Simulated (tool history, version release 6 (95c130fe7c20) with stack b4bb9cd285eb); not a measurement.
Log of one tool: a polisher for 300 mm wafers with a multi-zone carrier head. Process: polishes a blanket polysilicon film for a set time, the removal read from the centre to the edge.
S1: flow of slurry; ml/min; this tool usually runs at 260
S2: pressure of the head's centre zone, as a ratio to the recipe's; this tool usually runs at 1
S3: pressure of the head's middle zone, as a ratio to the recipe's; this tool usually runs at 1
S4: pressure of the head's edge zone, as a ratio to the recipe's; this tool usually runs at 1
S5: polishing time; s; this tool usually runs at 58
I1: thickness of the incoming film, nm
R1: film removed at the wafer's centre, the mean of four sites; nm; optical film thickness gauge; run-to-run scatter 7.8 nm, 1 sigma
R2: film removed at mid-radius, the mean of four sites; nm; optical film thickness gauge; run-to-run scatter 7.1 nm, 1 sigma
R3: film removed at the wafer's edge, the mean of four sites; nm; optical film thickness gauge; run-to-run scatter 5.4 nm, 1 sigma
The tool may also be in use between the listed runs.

run 1 hour=0 | S1=260 S2=1 S3=1 S4=1 S5=58 | I1=1565.9 | R1=510.3 R2=510 R3=518.6
run 2 hour=46.7 | S1=260 S2=1 S3=1 S4=0.92 S5=58 | I1=1554.9 | R1=491.2 R2=521.2 R3=503.1
-- hour=103.1 slurry nozzle cleaned
run 3 hour=126.7 | S1=260 S2=1 S3=1 S4=1 S5=58 | I1=1555.7 | R1=537.6 R2=534.6 R3=537.2
run 4 hour=195.6 | S1=185 S2=0.92 S3=1.04 S4=1 S5=58 | I1=1516.2 | R1=463.2 R2=529.7 R3=525
run 5 hour=258.8 | S1=260 S2=1 S3=1 S4=1 S5=58 | I1=1528.7 | R1=538.1 R2=531.4 R3=533.9
-- hour=310.4 worn pad replaced by a new one
run 6 hour=352.8 | S1=260 S2=1 S3=1 S4=1 S5=58 | I1=1564.9 | R1=531.4 R2=522.2 R3=529.8
run 7 hour=428.3 | S1=260 S2=1 S3=1 S4=1 S5=58 | I1=1526.5 | R1=509 R2=526.5 R3=536.6
run 8 hour=473.1 | S1=260 S2=1 S3=0.89 S4=1 S5=58 | I1=1515.2 | R1=531.7 R2=479.3 R3=527.5
-- hour=510 edge zone pressure recalibrated
-- hour=528.8 centre zone pressure recalibrated
run 9 hour=572.8 | S1=320 S2=1 S3=1 S4=1 S5=58 | I1=1564.3 | R1=526.1 R2=539.7 R3=528.9
run 10 hour=610.2 | S1=190 S2=1 S3=1 S4=1 S5=40 | I1=1553.6 | R1=338.4 R2=339.3 R3=350.9
run 11 hour=658 | S1=195 S2=1 S3=0.91 S4=1 S5=66 | I1=1544.3 | R1=566.5 R2=521 R3=590.3
run 12 hour=731.9 | S1=260 S2=1 S3=1 S4=1 S5=58 | I1=1541.4 | R1=510.7 R2=516.7 R3=516.4
run 13 hour=772.6 | S1=180 S2=1 S3=1 S4=1 S5=42 | I1=1563.1 | R1=343.8 R2=342.2 R3=366.6
run 14 hour=816.8 | S1=260 S2=1 S3=0.89 S4=1 S5=70 | I1=1567.9 | R1=608.9 R2=557.6 R3=632.9
-- hour=899 slurry nozzle cleaned
run 15 hour=919.6 | S1=260 S2=1 S3=1 S4=1.09 S5=44 | I1=1553 | R1=408.2 R2=410 R3=424
run 16 hour=1003.9 | S1=260 S2=1 S3=1 S4=1 S5=58 | I1=1539.9 | R1=518.5 R2=527.6 R3=529.5
-- hour=1037.8 worn pad replaced by a new one
run 17 hour=1105 | S1=305 S2=1 S3=1 S4=1.1 S5=58 | I1=1538.7 | R1=531.6 R2=550.5 R3=573.3
run 18 hour=1151.2 | S1=260 S2=1 S3=1.11 S4=1.11 S5=58 | I1=1545.2 | R1=516.9 R2=570.5 R3=563
-- hour=1191.7 edge zone pressure recalibrated
run 19 hour=1237.5 | S1=260 S2=1 S3=1 S4=1 S5=58 | I1=1518.7 | R1=523.2 R2=521.5 R3=534.2
run 20 hour=1336 | S1=260 S2=1.05 S3=0.9 S4=1 S5=70 | I1=1536.1 | R1=676.3 R2=579.4 R3=641.8
run 21 hour=1431.3 | S1=315 S2=1 S3=1.07 S4=0.9 S5=68 | I1=1538.1 | R1=624.4 R2=657.8 R3=587.1
run 22 hour=1475.1 | S1=225 S2=1 S3=1 S4=0.92 S5=58 | I1=1514.5 | R1=498.4 R2=516.2 R3=488.3
-- hour=1505.2 centre zone pressure recalibrated
run 23 hour=1539.7 | S1=320 S2=1 S3=1 S4=1 S5=46 | I1=1536.9 | R1=416.4 R2=432.3 R3=425.6

Below are 3 alternative next runs, each starting from the tool's condition after run 23. Predict each:
run A hour=1540.1 | S1=260 S2=1 S3=1 S4=1 S5=70 | I1=1538.3 | R1=? R2=? R3=?
run B hour=1540.1 | S1=180 S2=1.05 S3=1 S4=1 S5=47 | I1=1538.3 | R1=? R2=? R3=?
run C hour=1540.1 | S1=320 S2=1.07 S3=1.07 S4=0.96 S5=58 | I1=1538.3 | R1=? R2=? R3=?

run=A R1=613.9 R2=626.4 R3=629.9
run=B R1=408.8 R2=399.5 R3=407.6
run=C R1=559.6 R2=562.9 R3=520.6
Stripped of hidden state, with their random variation kept, the same runs would have yielded:
run=A R1=640.3 R2=650.7 R3=648
run=B R1=432.7 R2=420.3 R3=422.8
run=C R1=579.7 R2=581.2 R3=533.3
